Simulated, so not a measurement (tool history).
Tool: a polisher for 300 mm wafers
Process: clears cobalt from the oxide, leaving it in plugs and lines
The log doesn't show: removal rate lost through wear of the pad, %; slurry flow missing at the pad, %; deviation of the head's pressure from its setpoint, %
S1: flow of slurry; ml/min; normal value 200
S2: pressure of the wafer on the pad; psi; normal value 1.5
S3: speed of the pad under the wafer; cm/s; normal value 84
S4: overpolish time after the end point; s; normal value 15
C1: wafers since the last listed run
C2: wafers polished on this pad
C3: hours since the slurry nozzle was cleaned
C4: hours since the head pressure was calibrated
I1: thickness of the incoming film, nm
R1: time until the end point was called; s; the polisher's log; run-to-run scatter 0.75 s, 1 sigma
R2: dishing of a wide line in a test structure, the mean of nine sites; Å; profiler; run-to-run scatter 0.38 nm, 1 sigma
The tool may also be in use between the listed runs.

run 1 hour=0 | S1=200 S2=1.5 S3=84 S4=15 | C1=0 C2=273 C3=543.7 C4=623.3 | I1=259.3 | R1=93.2 R2=248
run 2 hour=11.1 | S1=200 S2=1.5 S3=84 S4=15 | C1=103 C2=376 C3=554.8 C4=634.4 | I1=259.1 | R1=91.4 R2=243
run 3 hour=25.8 | S1=200 S2=1.5 S3=84 S4=15 | C1=136 C2=513 C3=569.5 C4=649.1 | I1=257.2 | R1=92.3 R2=246
run 4 hour=39 | S1=200 S2=1.5 S3=84 S4=15 | C1=122 C2=636 C3=582.7 C4=662.3 | I1=261.7 | R1=95.2 R2=239
run 5 hour=53.1 | S1=200 S2=1.5 S3=84 S4=15 | C1=131 C2=767 C3=596.8 C4=676.4 | I1=264 | R1=97.2 R2=247
run 6 hour=69.2 | S1=200 S2=1.5 S3=84 S4=15 | C1=149 C2=917 C3=612.9 C4=692.5 | I1=263.8 | R1=95.5 R2=248
run 7 hour=82.4 | S1=200 S2=1.5 S3=84 S4=15 | C1=122 C2=1040 C3=626.1 C4=705.7 | I1=257.8 | R1=93.2 R2=249
run 8 hour=97.8 | S1=200 S2=1.5 S3=84 S4=15 | C1=143 C2=1183 C3=641.5 C4=721.1 | I1=259.9 | R1=96 R2=248
-- hour=107.3 worn pad replaced by a new one
run 9 hour=111.7 | S1=200 S2=1.6 S3=84 S4=15 | C1=92 C2=41 C3=655.4 C4=735 | I1=263.5 | R1=90.8 R2=246
-- hour=114.2 slurry nozzle cleaned
run 10 hour=128.1 | S1=200 S2=1.6 S3=84 S4=15 | C1=143 C2=184 C3=13.9 C4=751.4 | I1=260.7 | R1=84.7 R2=264
run 11 hour=145.1 | S1=260 S2=1.9 S3=108 S4=11 | C1=158 C2=342 C3=30.9 C4=768.4 | I1=264.8 | R1=54.9 R2=278
run 12 hour=158.3 | S1=200 S2=1.5 S3=84 S4=17 | C1=122 C2=465 C3=44.1 C4=781.6 | I1=256.4 | R1=87.9 R2=258
-- hour=174.9 head pressure recalibrated
run 13 hour=175.5 | S1=140 S2=1.2 S3=96 S4=9 | C1=141 C2=607 C3=61.3 C4=0.6 | I1=260.1 | R1=111.1 R2=157
run 14 hour=186.2 | S1=200 S2=1.5 S3=84 S4=15 | C1=99 C2=706 C3=72 C4=11.3 | I1=255.8 | R1=94.7 R2=240
run 15 hour=195.8 | S1=200 S2=1.5 S3=84 S4=15 | C1=89 C2=795 C3=81.6 C4=20.9 | I1=258.1 | R1=96.5 R2=242
run 16 hour=210.8 | S1=200 S2=1.5 S3=84 S4=15 | C1=139 C2=935 C3=96.6 C4=35.9 | I1=258.6 | R1=95.2 R2=236
run 17 hour=224.1 | S1=200 S2=1.5 S3=84 S4=15 | C1=123 C2=1059 C3=109.9 C4=49.2 | I1=262 | R1=95.5 R2=248
run 18 hour=230.3 | S1=260 S2=1.5 S3=84 S4=15 | C1=57 C2=1116 C3=116.1 C4=55.4 | I1=261 | R1=94.6 R2=244
-- hour=237.6 worn pad replaced by a new one
run 19 hour=238.1 | S1=160 S2=1.7 S3=64 S4=21 | C1=35 C2=4 C3=123.9 C4=63.2 | I1=263.5 | R1=115.5 R2=268
run 20 hour=251.8 | S1=160 S2=1.7 S3=98 S4=11 | C1=127 C2=132 C3=137.6 C4=76.9 | I1=258.1 | R1=73.5 R2=239
run 21 hour=269.6 | S1=200 S2=1.5 S3=58 S4=15 | C1=165 C2=297 C3=155.4 C4=94.7 | I1=261.1 | R1=136.9 R2=196

3 options for the next run, each taken on its own from the tool as it stands now. Forecast them:
run A hour=270 | S1=200 S2=1.5 S3=84 S4=15 | C1=3 C2=301 C3=155.8 C4=95.1 | I1=257 | R1=? R2=?
run B hour=270 | S1=200 S2=1.5 S3=112 S4=15 | C1=3 C2=301 C3=155.8 C4=95.1 | I1=257 | R1=? R2=?
run C hour=270 | S1=200 S2=1.4 S3=60 S4=15 | C1=3 C2=301 C3=155.8 C4=95.1 | I1=257 | R1=? R2=?

run=A R1=93.3 R2=248
run=B R1=70.4 R2=282
run=C R1=138.8 R2=196
Without the tool's unlogged condition, the same runs would have read:
run=A R1=97.4 R2=242
run=B R1=73.4 R2=278
run=C R1=144.7 R2=191

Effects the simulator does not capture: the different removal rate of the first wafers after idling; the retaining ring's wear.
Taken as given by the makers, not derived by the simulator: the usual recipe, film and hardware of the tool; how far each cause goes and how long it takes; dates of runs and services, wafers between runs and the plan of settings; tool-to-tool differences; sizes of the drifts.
